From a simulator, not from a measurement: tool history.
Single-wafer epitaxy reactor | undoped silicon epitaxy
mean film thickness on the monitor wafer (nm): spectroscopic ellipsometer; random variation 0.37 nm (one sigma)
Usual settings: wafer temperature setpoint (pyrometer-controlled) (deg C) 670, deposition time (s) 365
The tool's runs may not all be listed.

run	hour	wafer temperature setpoint (pyrometer-controlled) (deg C)	deposition time (s)	read-back reference wafer on the same gauge, thickness_nm	mean film thickness on the monitor wafer (nm)
1	0.0	660	325	85.537	67.693
2	92.1	660	325	85.481	67.765
3	270.5	670	419	85.479	104.364
4	351.9	670	419	85.391	105.092
5	432.2	670	419	85.418	105.499
6	518.2	670	365	85.524	91.209
7	574.7	670	365	85.470	91.381
8	625.4	670	365	85.530	91.389
9	661.5	665	365	85.511	83.932
10	699.9	665	365	85.519	83.793
11	852.0	665	365	85.566	84.301
12	888.0	670	365	85.534	91.880
13	925.2	670	365	85.519	91.800
14	983.6	674	365	85.536	99.620
15	1087.6	674	365	85.425	98.602
16	1159.0	674	365	85.473	98.781
17	1228.7	661	365	85.566	77.891
18	1279.4	661	365	85.457	78.514
19	1370.0	661	365	85.508	78.011
20	1471.6	670	365	85.455	92.415
21	1544.4	670	365	85.513	92.694
22	1636.9	659	365	85.432	75.151
23	1696.2	675	417	85.526	115.838
24	1792.3	675	365	85.483	101.243
25	1830.2	670	365	85.470	92.133
26	1974.4	660	365	85.472	76.594

Forecast run 27:
27	2077.7	684	424	?	?

{"run 27": {"read-back reference wafer on the same gauge, thickness_nm": 85.372, "mean film thickness on the monitor wafer (nm)": 138.523}}
Without the tool's hidden state the same run would have given mean film thickness on the monitor wafer (nm) 136.003.
